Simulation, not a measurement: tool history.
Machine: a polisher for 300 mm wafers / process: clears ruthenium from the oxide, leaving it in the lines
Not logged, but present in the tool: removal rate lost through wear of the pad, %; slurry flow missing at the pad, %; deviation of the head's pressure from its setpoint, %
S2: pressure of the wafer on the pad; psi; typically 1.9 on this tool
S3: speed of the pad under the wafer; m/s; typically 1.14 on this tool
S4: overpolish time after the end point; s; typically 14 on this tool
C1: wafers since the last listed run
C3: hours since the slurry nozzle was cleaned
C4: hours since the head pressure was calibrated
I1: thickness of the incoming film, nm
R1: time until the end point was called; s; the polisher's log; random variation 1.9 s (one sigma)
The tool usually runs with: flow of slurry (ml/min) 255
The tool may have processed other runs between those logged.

Run 1, hour 0: usual settings but S2 2.2 psi; C1 0; wafers polished on this pad 666; C3 517.6; C4 32.5; I1 155.7. Result: R1 98.3 s.
At hour 24.4: worn pad replaced by a new one.
Run 2, hour 24.9: usual settings but flow of slurry (ml/min) 310, S2 2.2 psi; C1 157; wafers polished on this pad 3; C3 542.5; C4 57.4; I1 154.3. Result: R1 100.4 s.
Run 3, hour 46.1: usual settings but S3 0.96 m/s; C1 160; wafers polished on this pad 163; C3 563.7; C4 78.6; I1 156.9. Result: R1 140.9 s.
Run 4, hour 64: usual settings but S3 0.96 m/s; C1 135; wafers polished on this pad 298; C3 581.6; C4 96.5; I1 153.7. Result: R1 139.1 s.
Run 5, hour 104.8: usual settings but S2 2.4 psi; C1 307; wafers polished on this pad 606; C3 622.4; C4 137.3; I1 154.9. Result: R1 98.9 s.
At hour 118.3: worn pad replaced by a new one.
Run 6, hour 125.2: usual settings but S2 2.4 psi; C1 123; wafers polished on this pad 52; C3 642.8; C4 157.7; I1 156.1. Result: R1 98.1 s.
Run 7, hour 150.2: usual settings but S2 2.4 psi; C1 188; wafers polished on this pad 240; C3 667.8; C4 182.7; I1 155.7. Result: R1 98.7 s.
Run 8, hour 179.3: usual settings; C1 219; wafers polished on this pad 460; C3 696.9; C4 211.8; I1 154. Result: R1 115.3 s.
At hour 180.7: slurry nozzle cleaned.
Run 9, hour 200.8: usual settings; C1 154; wafers polished on this pad 615; C3 20.1; C4 233.3; I1 157.1. Result: R1 119.1 s.
At hour 216.2: worn pad replaced by a new one.
Run 10, hour 229.4: usual settings but S4 18 s; C1 185; wafers polished on this pad 99; C3 48.7; C4 261.9; I1 156.8. Result: R1 120.8 s.
Run 11, hour 243: usual settings but flow of slurry (ml/min) 285; C1 102; wafers polished on this pad 201; C3 62.3; C4 275.5; I1 154.7. Result: R1 118.7 s.
Run 12, hour 260.1: usual settings; C1 129; wafers polished on this pad 331; C3 79.4; C4 292.6; I1 155.1. Result: R1 122.6 s.
Run 13, hour 283.6: usual settings but flow of slurry (ml/min) 200, S4 12 s; C1 177; wafers polished on this pad 508; C3 102.9; C4 316.1; I1 155.1. Result: R1 122.3 s.
At hour 310.7: head pressure recalibrated.
Run 14, hour 311.2: usual settings but flow of slurry (ml/min) 285; C1 193; wafers polished on this pad 701; C3 130.5; C4 0.5; I1 152.2. Result: R1 107.6 s.
At hour 325.2: worn pad replaced by a new one.
Run 15, hour 342.5: usual settings; C1 206; wafers polished on this pad 130; C3 161.8; C4 31.8; I1 154.3. Result: R1 109.7 s.
Run 16, hour 375: usual settings but flow of slurry (ml/min) 295, S2 2.1 psi, S4 11 s; C1 245; wafers polished on this pad 376; C3 194.3; C4 64.3; I1 155.1. Result: R1 98.1 s.
Run 17, hour 394.1: usual settings but flow of slurry (ml/min) 290, S2 2.4 psi, S3 1.46 m/s, S4 16 s; C1 144; wafers polished on this pad 520; C3 213.4; C4 83.4; I1 154.4. Result: R1 71 s.
At hour 429: worn pad replaced by a new one.
Run 18, hour 429.7: usual settings but flow of slurry (ml/min) 305, S2 2.3 psi, S3 0.9 m/s; C1 238; wafers polished on this pad 5; C3 249; C4 119; I1 156.6. Result: R1 120.7 s.
Run 19, hour 451.1: usual settings but S3 0.8 m/s; C1 161; wafers polished on this pad 167; C3 270.4; C4 140.4; I1 153.5. Result: R1 160.5 s.
Run 20, hour 475: usual settings but flow of slurry (ml/min) 320, S2 2.3 psi; C1 180; wafers polished on this pad 347; C3 294.3; C4 164.3; I1 155. Result: R1 98.1 s.
Run 21, hour 500.8: usual settings but S2 2.2 psi, S3 1.48 m/s; C1 194; wafers polished on this pad 542; C3 320.1; C4 190.1; I1 157.9. Result: R1 80.4 s.
Run 22, hour 516.5: usual settings; C1 118; wafers polished on this pad 660; C3 335.8; C4 205.8; I1 156.3. Result: R1 119.5 s.
At hour 529.6: worn pad replaced by a new one.
Run 23, hour 542.1: usual settings but S3 0.96 m/s; C1 163; wafers polished on this pad 94; C3 361.4; C4 231.4; I1 152.9. Result: R1 138.3 s.

Alternative continuations, all from the tool just after run 23; predict every row:
Run A, hour 542.6: usual settings; C1 3; wafers polished on this pad 98; C3 361.9; C4 231.9; I1 155. Result: R1 ?.
Run B, hour 542.6: usual settings but S3 0.78 m/s; C1 3; wafers polished on this pad 98; C3 361.9; C4 231.9; I1 155. Result: R1 ?.
Run C, hour 542.6: usual settings but flow of slurry (ml/min) 340, S2 1.3 psi, S3 0.78 m/s; C1 3; wafers polished on this pad 98; C3 361.9; C4 231.9; I1 155. Result: R1 ?.
Run D, hour 542.6: usual settings but S2 1.3 psi, S3 0.9 m/s, S4 7 s; C1 3; wafers polished on this pad 98; C3 361.9; C4 231.9; I1 155. Result: R1 ?.

run     R1
  A  113.8
  B  166.3
  C  218.7
  D    195
With no hidden state in the tool, these same runs would have given:
run     R1
  A  107.4
  B    157
  C  206.4
  D    184

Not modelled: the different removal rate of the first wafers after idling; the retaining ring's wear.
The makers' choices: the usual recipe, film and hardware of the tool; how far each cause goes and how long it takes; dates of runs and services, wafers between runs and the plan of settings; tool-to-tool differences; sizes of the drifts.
